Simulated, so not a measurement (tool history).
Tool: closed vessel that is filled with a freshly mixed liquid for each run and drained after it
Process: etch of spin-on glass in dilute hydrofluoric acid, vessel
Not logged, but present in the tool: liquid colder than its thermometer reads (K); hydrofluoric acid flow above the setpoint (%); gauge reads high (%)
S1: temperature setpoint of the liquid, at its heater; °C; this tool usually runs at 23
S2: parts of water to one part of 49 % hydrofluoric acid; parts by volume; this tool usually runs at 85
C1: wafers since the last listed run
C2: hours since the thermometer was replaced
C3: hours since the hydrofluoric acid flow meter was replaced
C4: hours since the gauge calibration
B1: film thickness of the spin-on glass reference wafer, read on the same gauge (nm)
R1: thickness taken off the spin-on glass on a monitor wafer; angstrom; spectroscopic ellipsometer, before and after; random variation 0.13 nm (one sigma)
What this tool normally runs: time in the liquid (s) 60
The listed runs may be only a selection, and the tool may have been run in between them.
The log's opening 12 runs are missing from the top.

Run 13, hour 980.5: usual settings but S2 115 parts by volume; C1 6395; C2 67.7; C3 1078.7; C4 171.7; B1 40. Result: R1 147.8 angstrom.
At hour 1005.8: hydrofluoric acid flow meter replaced.
Run 14, hour 1081.5: usual settings; C1 12894; C2 168.7; C3 75.7; C4 272.7; B1 40. Result: R1 196.6 angstrom.
Run 15, hour 1179.6: usual settings; C1 12649; C2 266.8; C3 173.8; C4 370.8; B1 39.99. Result: R1 196.8 angstrom.
Run 16, hour 1256.4: usual settings; C1 9902; C2 343.6; C3 250.6; C4 447.6; B1 40. Result: R1 200.7 angstrom.
Run 17, hour 1363.8: usual settings but S2 115 parts by volume, time in the liquid (s) 80; C1 13848; C2 451; C3 358; C4 555; B1 39.99. Result: R1 190.1 angstrom.
Run 18, hour 1657.1: usual settings but S1 18 °C, time in the liquid (s) 40; C1 37818; C2 744.3; C3 651.3; C4 848.3; B1 40.01. Result: R1 108 angstrom.
Run 19, hour 1696.2: usual settings but S1 18 °C, time in the liquid (s) 40; C1 5041; C2 783.4; C3 690.4; C4 887.4; B1 39.99. Result: R1 109.5 angstrom.
Run 20, hour 1752.3: usual settings but S1 27.5 °C, S2 120 parts by volume, time in the liquid (s) 40; C1 7233; C2 839.5; C3 746.5; C4 943.5; B1 39.99. Result: R1 108.8 angstrom.
Run 21, hour 1814.4: usual settings; C1 8007; C2 901.6; C3 808.6; C4 1005.6; B1 39.99. Result: R1 201.1 angstrom.
Run 22, hour 1900.8: usual settings but S1 26.5 °C; C1 11140; C2 988; C3 895; C4 1092; B1 39.98. Result: R1 233.3 angstrom.
Run 23, hour 1937.4: usual settings but S1 18.5 °C; C1 4719; C2 1024.6; C3 931.6; C4 1128.6; B1 39.99. Result: R1 167.7 angstrom.
Run 24, hour 1993.5: usual settings; C1 7233; C2 1080.7; C3 987.7; C4 1184.7; B1 39.98. Result: R1 201.3 angstrom.
At hour 2042.9: hydrofluoric acid flow meter replaced.
Run 25, hour 2089.7: usual settings but S2 60 parts by volume, time in the liquid (s) 70; C1 12275; C2 1176.9; C3 46.8; C4 1280.9; B1 40. Result: R1 325.7 angstrom.
Run 26, hour 2146.8: usual settings but time in the liquid (s) 85; C1 7362; C2 1234; C3 103.9; C4 1338; B1 40. Result: R1 273.4 angstrom.
Run 27, hour 2190.2: usual settings but S1 21 °C; C1 5596; C2 1277.4; C3 147.3; C4 1381.4; B1 40. Result: R1 179.3 angstrom.
Run 28, hour 2233.4: usual settings but S1 26.5 °C, S2 60 parts by volume, time in the liquid (s) 85; C1 5570; C2 1320.6; C3 190.5; C4 1424.6; B1 40.01. Result: R1 459.1 angstrom.
Run 29, hour 2332.4: usual settings but S1 27 °C, time in the liquid (s) 80; C1 12765; C2 1419.6; C3 289.5; C4 1523.6; B1 40.01. Result: R1 301.3 angstrom.

Run 30 is up next; what results do you expect?
Run 30, hour 2429.9: usual settings; C1 12571; C2 1517.1; C3 387; C4 1621.1; B1 ?. Result: R1 ?.

B1: 39.99
R1: 194 angstrom
With the hidden condition absent and the run-to-run variation left alone, this run would have shown R1 197 angstrom.

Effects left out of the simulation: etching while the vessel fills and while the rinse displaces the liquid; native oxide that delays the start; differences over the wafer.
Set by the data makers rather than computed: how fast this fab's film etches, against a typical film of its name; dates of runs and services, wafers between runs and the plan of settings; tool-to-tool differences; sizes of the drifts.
